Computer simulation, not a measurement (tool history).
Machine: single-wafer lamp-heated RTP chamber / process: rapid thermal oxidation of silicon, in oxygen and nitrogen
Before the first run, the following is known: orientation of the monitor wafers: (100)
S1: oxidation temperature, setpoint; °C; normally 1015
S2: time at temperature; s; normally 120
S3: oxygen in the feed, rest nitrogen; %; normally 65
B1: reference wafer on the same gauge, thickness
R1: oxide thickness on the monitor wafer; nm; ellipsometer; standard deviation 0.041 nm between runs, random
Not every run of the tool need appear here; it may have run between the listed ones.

{"run": 1, "hour": 0.0, "S1": 1023, "S2": 120, "S3": 65, "B1": 9.184, "R1": 8.532}
{"run": 2, "hour": 10.6, "S1": 1023, "S2": 120, "S3": 65, "B1": 9.117, "R1": 8.506}
{"run": 3, "hour": 26.0, "S1": 1015, "S2": 120, "S3": 44, "B1": 9.155, "R1": 7.015}
{"run": 4, "hour": 37.9, "S1": 1005, "S2": 120, "S3": 65, "B1": 9.15, "R1": 7.455}
{"run": 5, "hour": 51.9, "S1": 1015, "S2": 157, "S3": 65, "B1": 9.147, "R1": 9.076}
{"run": 6, "hour": 68.8, "S1": 1015, "S2": 157, "S3": 65, "B1": 9.121, "R1": 9.088}
{"run": 7, "hour": 114.9, "S1": 1015, "S2": 120, "S3": 85, "B1": 9.134, "R1": 8.963}
{"run": 8, "hour": 124.2, "S1": 1015, "S2": 120, "S3": 85, "B1": 9.133, "R1": 8.943}
{"run": 9, "hour": 134.2, "S1": 1015, "S2": 120, "S3": 65, "B1": 9.133, "R1": 8.105}
{"run": 10, "hour": 148.1, "S1": 1015, "S2": 120, "S3": 65, "B1": 9.148, "R1": 8.129}
{"run": 11, "hour": 158.8, "S1": 1015, "S2": 120, "S3": 54, "B1": 9.171, "R1": 7.623}
{"run": 12, "hour": 172.0, "S1": 1015, "S2": 120, "S3": 54, "B1": 9.174, "R1": 7.618}
{"hour": 184.8, "done": "gauge calibrated"}
{"run": 13, "hour": 185.2, "S1": 1015, "S2": 158, "S3": 65, "B1": 9.162, "R1": 9.25}
{"hour": 202.4, "done": "oxygen flow controller replaced"}
{"run": 14, "hour": 202.9, "S1": 1015, "S2": 120, "S3": 65, "B1": 9.151, "R1": 8.251}
{"run": 15, "hour": 213.7, "S1": 1015, "S2": 120, "S3": 65, "B1": 9.143, "R1": 8.223}
{"hour": 230.3, "done": "pyrometer window cleaned and pyrometer calibrated"}
{"run": 16, "hour": 230.8, "S1": 1015, "S2": 120, "S3": 65, "B1": 9.137, "R1": 8.112}
{"run": 17, "hour": 231.2, "S1": 993, "S2": 120, "S3": 65, "B1": 9.149, "R1": 6.885}
{"run": 18, "hour": 240.9, "S1": 1028, "S2": 86, "S3": 76, "B1": 9.137, "R1": 8.114}
{"run": 19, "hour": 258.2, "S1": 1015, "S2": 157, "S3": 65, "B1": 9.153, "R1": 9.061}
{"run": 20, "hour": 267.0, "S1": 1015, "S2": 138, "S3": 41, "B1": 9.152, "R1": 7.293}

Forecast run 21:
{"run": 21, "hour": 277.5, "S1": 985, "S2": 120, "S3": 78, "B1": "?", "R1": "?"}

B1: 9.132
R1: 6.909 nm
The same run, on a tool lacking any hidden state, would have yielded R1 6.863 nm.
